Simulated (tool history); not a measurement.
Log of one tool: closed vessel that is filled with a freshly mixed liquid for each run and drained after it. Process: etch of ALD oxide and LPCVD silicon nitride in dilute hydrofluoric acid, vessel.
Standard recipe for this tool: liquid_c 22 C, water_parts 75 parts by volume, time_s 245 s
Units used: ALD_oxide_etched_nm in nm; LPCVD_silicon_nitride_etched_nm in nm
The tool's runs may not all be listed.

run   hour  liquid_c  water_parts  time_s  read-back film thickness of the ALD oxide reference wafer, read on the same gauge (nm)  read-back film thickness of the LPCVD silicon nitride reference wafer, read on the same gauge (nm)  ALD_oxide_etched_nm  LPCVD_silicon_nitride_etched_nm
  1      0        22           75     305                                                                                   99.99                                                                                              89.993                56.39                            1.501
  2   16.3        25           75     245                                                                                  100.01                                                                                              89.944                50.92                            1.523
  3   50.5        21           75     245                                                                                     100                                                                                              89.952                43.42                            1.168
  4   68.1        21           75     245                                                                                   99.99                                                                                              90.039                43.56                            1.106
  5  101.5      18.5           75     245                                                                                  100.02                                                                                              89.985                39.27                            0.991
  6  132.4        22           75     245                                                                                   99.97                                                                                              89.997                45.35                            1.227
  7  156.5        22           75     245                                                                                  100.02                                                                                              89.992                45.44                            1.246
  8  187.7        24           95     375                                                                                  100.01                                                                                              90.047                 58.5                            1.769
  9  207.1        27           35     290                                                                                   99.97                                                                                              90.038               150.06                            4.429
 10    223      25.5           75     245                                                                                  100.01                                                                                              90.001                52.83                            1.576
 11  249.4        26          100     245                                                                                  100.01                                                                                              89.997                37.13                            1.175
 12  283.3        27           85     345                                                                                   99.99                                                                                              90.025                65.43                            2.107
 13  297.2        18           55     320                                                                                   99.99                                                                                              89.985                67.58                            1.619
 14  389.5        18          115     130                                                                                  100.03                                                                                              89.974                   12                            0.309
 15  422.8        22           75     245                                                                                  100.01                                                                                              89.974                42.77                            1.192
 16  440.9        22           75     245                                                                                  100.03                                                                                              90.009                43.08                            1.164
 17  456.2      26.5           75     375                                                                                     100                                                                                              90.016                79.05                            2.443
 18  489.5      18.5           75     165                                                                                   99.99                                                                                              89.981                25.04                            0.633
 19  505.6      24.5           45     355                                                                                  100.03                                                                                              89.998               120.16                            3.292
 20  540.7        24          105     175                                                                                   99.99                                                                                              89.992                23.13                            0.725
 21  572.2      19.5           75     245                                                                                  100.02                                                                                              89.981                38.81                            0.989
 22  589.1        22           75     245                                                                                   99.99                                                                                              90.062                43.48                            1.125
 23  616.2      23.5           60     185                                                                                  100.01                                                                                              89.984                44.34                            1.226
 24  650.7      17.5           75     245                                                                                     100                                                                                              90.042                36.23                            0.886
 25  686.1        22           75     245                                                                                  100.06                                                                                              89.986                43.67                             1.18
 26  711.2        22           75     310                                                                                  100.03                                                                                              89.995                55.19                            1.521

Taken out of this log: 3 entries between the listed runs. Where each belongs, and how the hidden state differs across it:
Runs 10 to 11: hydrofluoric acid flow meter replaced (hour 236.6)
  liquid hotter than its thermometer reads (K): 0.757 -> 0.775; hydrofluoric acid flow above the setpoint (%): 4.87 -> 0.298
  measured minus no-state result, ALD_oxide_etched_nm: +4.18 -> +1.23 nm; LPCVD_silicon_nitride_etched_nm: +0.146 -> +0.061 nm
Runs 13 to 14: gauge calibrated (hour 298); thermometer replaced (hour 311.8)
  liquid hotter than its thermometer reads (K): 0.807 -> 0.186; hydrofluoric acid flow above the setpoint (%): 0.464 -> 0.786
  measured minus no-state result, ALD_oxide_etched_nm: +2.62 -> +0.2 nm; LPCVD_silicon_nitride_etched_nm: +0.096 -> +0.007 nm

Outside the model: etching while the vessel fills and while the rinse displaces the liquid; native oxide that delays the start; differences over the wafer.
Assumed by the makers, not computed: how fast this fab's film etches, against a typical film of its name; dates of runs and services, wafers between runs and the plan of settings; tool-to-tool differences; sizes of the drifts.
